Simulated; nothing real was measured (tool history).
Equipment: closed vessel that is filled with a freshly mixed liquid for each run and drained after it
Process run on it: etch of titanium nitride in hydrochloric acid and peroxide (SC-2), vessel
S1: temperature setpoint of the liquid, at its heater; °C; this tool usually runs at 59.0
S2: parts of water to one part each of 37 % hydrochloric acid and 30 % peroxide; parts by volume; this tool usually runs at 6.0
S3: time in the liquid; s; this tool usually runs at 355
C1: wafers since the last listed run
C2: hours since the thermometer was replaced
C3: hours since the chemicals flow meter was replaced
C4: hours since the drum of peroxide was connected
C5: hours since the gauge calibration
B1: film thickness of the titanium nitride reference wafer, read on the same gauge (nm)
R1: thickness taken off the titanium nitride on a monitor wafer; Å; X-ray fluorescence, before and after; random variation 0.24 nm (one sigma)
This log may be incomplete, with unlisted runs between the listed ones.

Run 1, hour 0.0: usual settings but S2 4.0 parts by volume; C1 0; C2 1312.4; C3 869.7; C4 359.2; C5 1752.1; B1 48.55. Result: R1 522.9 Å.
Run 2, hour 89.8: usual settings; C1 10515; C2 1402.2; C3 959.5; C4 449.0; C5 1841.9; B1 48.34. Result: R1 392.0 Å.
Run 3, hour 166.2: usual settings but S3 280 s; C1 8946; C2 1478.6; C3 1035.9; C4 525.4; C5 1918.3; B1 48.15. Result: R1 307.4 Å.
Run 4, hour 237.2: usual settings but S3 280 s; C1 8314; C2 1549.6; C3 1106.9; C4 596.4; C5 1989.3; B1 47.98. Result: R1 303.1 Å.
Run 5, hour 344.8: usual settings but S3 280 s; C1 12600; C2 1657.2; C3 1214.5; C4 704.0; C5 2096.9; B1 47.68. Result: R1 302.3 Å.
At hour 346.8: new drum of peroxide connected.
Run 6, hour 405.5: usual settings but S2 7.5 parts by volume; C1 6990; C2 1717.9; C3 1275.2; C4 58.7; C5 2157.6; B1 47.51. Result: R1 323.4 Å.
Run 7, hour 465.7: usual settings but S2 7.5 parts by volume; C1 7049; C2 1778.1; C3 1335.4; C4 118.9; C5 2217.8; B1 47.36. Result: R1 323.0 Å.
At hour 519.5: gauge calibrated.
Run 8, hour 536.7: usual settings but S1 56.0 °C; C1 8314; C2 1849.1; C3 1406.4; C4 189.9; C5 17.2; B1 49.64. Result: R1 332.6 Å.
Run 9, hour 629.0: usual settings but S1 56.0 °C; C1 10808; C2 1941.4; C3 1498.7; C4 282.2; C5 109.5; B1 49.65. Result: R1 330.9 Å.
Run 10, hour 732.2: usual settings but S1 57.0 °C; C1 12084; C2 2044.6; C3 1601.9; C4 385.4; C5 212.7; B1 49.59. Result: R1 353.8 Å.
At hour 751.8: chemicals flow meter replaced.
Run 11, hour 786.1: usual settings but S1 52.0 °C; C1 6194; C2 2098.5; C3 34.3; C4 439.3; C5 266.6; B1 49.61. Result: R1 256.0 Å.
Run 12, hour 891.6: usual settings but S3 445 s; C1 12354; C2 2204.0; C3 139.8; C4 544.8; C5 372.1; B1 49.55. Result: R1 507.0 Å.
Run 13, hour 929.8: usual settings; C1 4473; C2 2242.2; C3 178.0; C4 583.0; C5 410.3; B1 49.54. Result: R1 403.5 Å.
At hour 979.0: thermometer replaced.
Run 14, hour 992.5: usual settings but S1 51.5 °C, S2 4.0 parts by volume, S3 255 s; C1 7225; C2 13.5; C3 240.7; C4 645.7; C5 473.0; B1 49.51. Result: R1 234.6 Å.
Run 15, hour 1049.8: usual settings but S3 280 s; C1 6709; C2 70.8; C3 298.0; C4 703.0; C5 530.3; B1 49.45. Result: R1 315.9 Å.
Run 16, hour 1128.5: usual settings but S1 53.0 °C, S2 8.5 parts by volume, S3 230 s; C1 9215; C2 149.5; C3 376.7; C4 781.7; C5 609.0; B1 49.42. Result: R1 134.5 Å.
At hour 1142.4: new drum of peroxide connected.
Run 17, hour 1187.5: usual settings but S1 64.0 °C; C1 6791; C2 208.5; C3 435.7; C4 45.1; C5 668.0; B1 49.34. Result: R1 548.9 Å.
Run 18, hour 1279.0: usual settings but S1 50.0 °C; C1 10714; C2 300.0; C3 527.2; C4 136.6; C5 759.5; B1 49.28. Result: R1 225.1 Å.
Run 19, hour 1362.1: usual settings but S3 275 s; C1 9731; C2 383.1; C3 610.3; C4 219.7; C5 842.6; B1 49.16. Result: R1 305.0 Å.
Run 20, hour 1399.1: usual settings; C1 4332; C2 420.1; C3 647.3; C4 256.7; C5 879.6; B1 49.16. Result: R1 401.7 Å.
Run 21, hour 1489.2: usual settings; C1 10550; C2 510.2; C3 737.4; C4 346.8; C5 969.7; B1 49.06. Result: R1 396.5 Å.
Run 22, hour 1561.9: usual settings but S3 240 s; C1 8513; C2 582.9; C3 810.1; C4 419.5; C5 1042.4; B1 48.95. Result: R1 271.3 Å.
Run 23, hour 1627.1: usual settings but S2 8.5 parts by volume, S3 300 s; C1 7635; C2 648.1; C3 875.3; C4 484.7; C5 1107.6; B1 48.87. Result: R1 252.5 Å.
Run 24, hour 1682.9: usual settings but S1 69.0 °C, S2 4.0 parts by volume, S3 195 s; C1 6534; C2 703.9; C3 931.1; C4 540.5; C5 1163.4; B1 48.79. Result: R1 528.9 Å.
Run 25, hour 1765.8: usual settings; C1 9707; C2 786.8; C3 1014.0; C4 623.4; C5 1246.3; B1 48.64. Result: R1 393.7 Å.
Run 26, hour 1816.9: usual settings but S1 56.5 °C, S3 495 s; C1 5983; C2 837.9; C3 1065.1; C4 674.5; C5 1297.4; B1 48.57. Result: R1 467.0 Å.
Run 27, hour 1863.9: usual settings; C1 5503; C2 884.9; C3 1112.1; C4 721.5; C5 1344.4; B1 48.48. Result: R1 386.8 Å.
Run 28, hour 1923.0: usual settings but S1 50.5 °C, S2 8.5 parts by volume, S3 210 s; C1 6920; C2 944.0; C3 1171.2; C4 780.6; C5 1403.5; B1 48.39. Result: R1 102.1 Å.

Describe how what the log doesn't record of the tool's condition differs between the last listed run preceding each entry between runs and the first listed run following it.
Runs 5 to 6: new drum of peroxide connected (hour 346.8)
  gauge reads high (%): -4.62 -> -4.95
  the result without the hidden state subtracted from the measured one, R1: -14.6 -> -16.8 Å
Runs 7 to 8: gauge calibrated (hour 519.5)
  gauge reads high (%): -5.29 -> -0.704
  the result without the hidden state subtracted from the measured one, R1: -18.1 -> -2.4 Å
Runs 10 to 11: chemicals flow meter replaced (hour 751.8)
  gauge reads high (%): -0.762 -> -0.795
  the result without the hidden state subtracted from the measured one, R1: -2.8 -> -2.1 Å
Runs 13 to 14: thermometer replaced (hour 979.0)
  gauge reads high (%): -0.921 -> -0.992
  the result without the hidden state subtracted from the measured one, R1: -3.8 -> -2.4 Å
Runs 16 to 17: new drum of peroxide connected (hour 1142.4)
  gauge reads high (%): -1.18 -> -1.28
  the result without the hidden state subtracted from the measured one, R1: -1.6 -> -7.1 Å

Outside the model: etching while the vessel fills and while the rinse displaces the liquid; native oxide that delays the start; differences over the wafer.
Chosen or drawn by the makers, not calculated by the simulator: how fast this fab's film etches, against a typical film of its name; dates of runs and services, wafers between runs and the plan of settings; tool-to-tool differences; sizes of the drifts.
